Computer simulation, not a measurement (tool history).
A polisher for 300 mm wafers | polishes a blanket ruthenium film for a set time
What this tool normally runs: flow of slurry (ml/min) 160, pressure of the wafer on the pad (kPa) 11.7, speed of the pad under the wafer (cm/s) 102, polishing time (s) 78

run    hour  flow of slurry (ml/min)  pressure of the wafer on the pad (kPa)  speed of the pad under the wafer (cm/s)  polishing time (s)  wafers since the last listed run  wafers polished on this pad  hours since the slurry nozzle was cleaned  hours since the head pressure was calibrated  incoming thickness of the incoming film, nm  film removed (Å)
  1       0                      160                                    11.7                                       88                  69                                 0                         1398                                      111.6                                         192.9                                        274.6               483
  2    29.6                      160                                    11.7                                       88                  69                               309                         1708                                      141.2                                         222.5                                        282.2               478
  3    77.7                      160                                    11.7                                      102                  78                               503                         2211                                      189.3                                         270.6                                        278.1               609
  4   141.2                      140                                    11.7                                      102                  92                               664                         2875                                      252.8                                         334.1                                        279.6               704
  5   191.4                      160                                    11.7                                      102                  95                               525                         3400                                        303                                         384.3                                          284               759
      197.5  -- worn pad replaced by a new one
      235.9  -- slurry nozzle cleaned
  6   250.2                      160                                    11.7                                      102                  95                               562                          541                                       14.3                                         443.1                                        280.3               756
  7   291.6                      160                                    11.7                                      102                  95                               433                          974                                       55.7                                         484.5                                        281.7               749
  8   336.1                      160                                    11.7                                      102                  78                               465                         1439                                      100.2                                           529                                        281.4               618
  9   383.9                      160                                    11.7                                      102                  78                               500                         1939                                        148                                         576.8                                        278.3               621
 10   425.5                      160                                    11.7                                      102                  78                               435                         2375                                      189.6                                         618.4                                        284.9               599
 11   454.5                      160                                    11.7                                      110                  78                               303                         2678                                      218.6                                         647.4                                        279.6               656
      467.5  -- worn pad replaced by a new one
 12   496.3                      160                                    11.7                                      110                  78                               395                          301                                      260.4                                         689.2                                        279.6               647
      504.6  -- head pressure recalibrated
      513.9  -- slurry nozzle cleaned
 13   700.1                      160                                    11.7                                      110                  78                              2100                         2402                                      186.2                                         195.5                                        279.1               662
 14   750.9                      160                                    11.7                                      102                  66                               531                         2933                                        237                                         246.3                                        279.7               515
      776.3  -- worn pad replaced by a new one
 15   804.6                      160                                    11.7                                      102                  78                               519                          295                                      290.7                                           300                                        274.2               619
      826.3  -- slurry nozzle cleaned
 16   834.9                      160                                     7.6                                      102                  78                               306                          602                                        8.6                                         330.3                                        281.1               392
 17     870                      135                                    11.7                                      134                  62                               367                          969                                       43.7                                         365.4                                        281.8               600
 18   910.8                      160                                    11.7                                      102                  66                               426                         1396                                       84.5                                         406.2                                        275.8               522
 19   969.9                      160                                    11.7                                       76                  93                               618                         2014                                      143.6                                         465.3                                        279.5               573
 20  1005.6                      140                                    11.7                                      102                  92                               373                         2388                                      179.3                                           501                                        280.2               714
 21  1056.6                      145                                    11.7                                      118                  59                               533                         2921                                      230.3                                           552                                          285               513
     1090.4  -- worn pad replaced by a new one
     1092.8  -- head pressure recalibrated
 22  1099.3                      140                                    14.5                                       68                  99                               383                           72                                        273                                           6.5                                        284.4               670
     1119.8  -- slurry nozzle cleaned
 23  1168.1                      205                                       9                                       80                 103                               709                          781                                       48.3                                          75.3                                        277.8               528
 24    1205                      160                                    11.7                                      102                 101                               386                         1167                                       85.2                                         112.2                                        285.5               801
 25  1253.9                      140                                    11.7                                      102                  92                               511                         1678                                      134.1                                         161.1                                        283.3               704
 26  1290.1                      200                                    11.7                                      118                  78                               378                         2057                                      170.3                                         197.3                                        280.4               720
 27  1338.8                      160                                    11.7                                       86                  68                               509                         2567                                        219                                           246                                        282.2               465
 28  1375.6                      175                                    11.7                                      102                  78                               384                         2952                                      255.8                                         282.8                                        275.8               614
     1394.8  -- worn pad replaced by a new one
     1416.7  -- slurry nozzle cleaned
 29  1441.3                      160                                    11.7                                      102                  78                               635                          475                                       24.6                                         348.5                                        278.5               612
 30    1492                      160                                    11.7                                      102                  78                               530                         1005                                       75.3                                         399.2                                        279.3               618
 31  1546.4                      140                                    15.2                                       82                  78                               569                         1574                                      129.7                                         453.6                                        276.2               655

For each entry between runs, how does the tool's hidden state at the last listed run before it compare with that at the first listed run after it?
From run 5 to run 6: worn pad replaced by a new one (hour 197.5); slurry nozzle cleaned (hour 235.9)
  nothing in the hidden state changes from one run to the other
From run 11 to run 12: worn pad replaced by a new one (hour 467.5)
  nothing in the hidden state changes from one run to the other
From run 12 to run 13: head pressure recalibrated (hour 504.6); slurry nozzle cleaned (hour 513.9)
  nothing in the hidden state changes from one run to the other
From run 14 to run 15: worn pad replaced by a new one (hour 776.3)
  nothing in the hidden state changes from one run to the other
From run 15 to run 16: slurry nozzle cleaned (hour 826.3)
  nothing in the hidden state changes from one run to the other
From run 21 to run 22: worn pad replaced by a new one (hour 1090.4); head pressure recalibrated (hour 1092.8)
  nothing in the hidden state changes from one run to the other
From run 22 to run 23: slurry nozzle cleaned (hour 1119.8)
  nothing in the hidden state changes from one run to the other
From run 28 to run 29: worn pad replaced by a new one (hour 1394.8); slurry nozzle cleaned (hour 1416.7)
  nothing in the hidden state changes from one run to the other

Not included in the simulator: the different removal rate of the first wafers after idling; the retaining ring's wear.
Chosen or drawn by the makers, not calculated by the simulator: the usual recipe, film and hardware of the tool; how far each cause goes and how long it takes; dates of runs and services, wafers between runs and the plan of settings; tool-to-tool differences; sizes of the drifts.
